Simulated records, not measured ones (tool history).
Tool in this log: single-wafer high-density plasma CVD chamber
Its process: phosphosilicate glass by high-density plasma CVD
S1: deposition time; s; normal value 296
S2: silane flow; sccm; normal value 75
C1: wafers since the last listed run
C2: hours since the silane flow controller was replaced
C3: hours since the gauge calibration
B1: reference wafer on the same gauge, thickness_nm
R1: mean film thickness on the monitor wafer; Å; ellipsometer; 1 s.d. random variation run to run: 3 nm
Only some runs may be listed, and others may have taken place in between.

run	day	S1	S2	C1	C2	C3	B1	R1
1	0	296	75	0	3732	46	1890.521	19726.06
2	1.825	296	75	343	3775.8	89.8	1889.565	19735.19
3	2.204	296	75	71	3784.9	98.9	1890.73	19668.2
4	2.533	296	69	61	3792.8	106.8	1889.686	18659.91
5	4.146	296	69	303	3831.5	145.5	1890.017	18656.7
6	4.788	296	69	120	3846.9	160.9	1889.433	18664.03
7	5.521	262	75	137	3864.5	178.5	1890.22	17475.1
# day 5.783: gauge calibrated
8	6.054	262	75	100	3877.3	6.5	1890.213	17467.41
9	6.492	296	75	82	3887.8	17	1890.342	19656.91
10	6.988	296	75	93	3899.7	28.9	1890.079	19737.99
11	7.533	296	75	102	3912.8	42	1889.773	19754.23
12	8.142	296	75	114	3927.4	56.6	1889.822	19741.81
13	8.583	245	90	83	3938	67.2	1890.562	18557.72
14	8.867	296	64	53	3944.8	74	1890.318	17717.43
# day 9.496: silane flow controller replaced
15	9.608	338	89	76	2.7	91.8	1889.9	25386.37
16	10.033	320	81	79	12.9	102	1890.035	22463.82
17	10.454	253	79	79	23	112.1	1890.701	17489.87
18	11.154	264	81	131	39.8	128.9	1889.779	18552.33
19	11.725	255	63	107	53.5	142.6	1890.989	15114.7
20	12.029	354	84	57	60.8	149.9	1890.437	25476.97
21	12.571	255	63	101	73.8	162.9	1890.362	15113.31
22	13.258	296	68	129	90.3	179.4	1889.84	18391.33
23	13.812	296	69	104	103.6	192.7	1889.609	18626.4
24	15.408	296	75	300	141.9	231	1890.317	19722

Forecast each of these 4 alternatives for the next run:
A	15.429	296	75	3	142.4	231.5	?	?
B	15.429	253	75	3	142.4	231.5	?	?
C	15.429	276	84	3	142.4	231.5	?	?
D	15.429	314	67	3	142.4	231.5	?	?

run	B1	R1
A	1889.856	19674.07
B	1889.856	16816.01
C	1889.856	19852.12
D	1889.856	19346.09
Stripped of hidden state, with their random variation kept, the same runs would have yielded:
run	R1
A	19674.07
B	16816.01
C	19852.12
D	19346.09
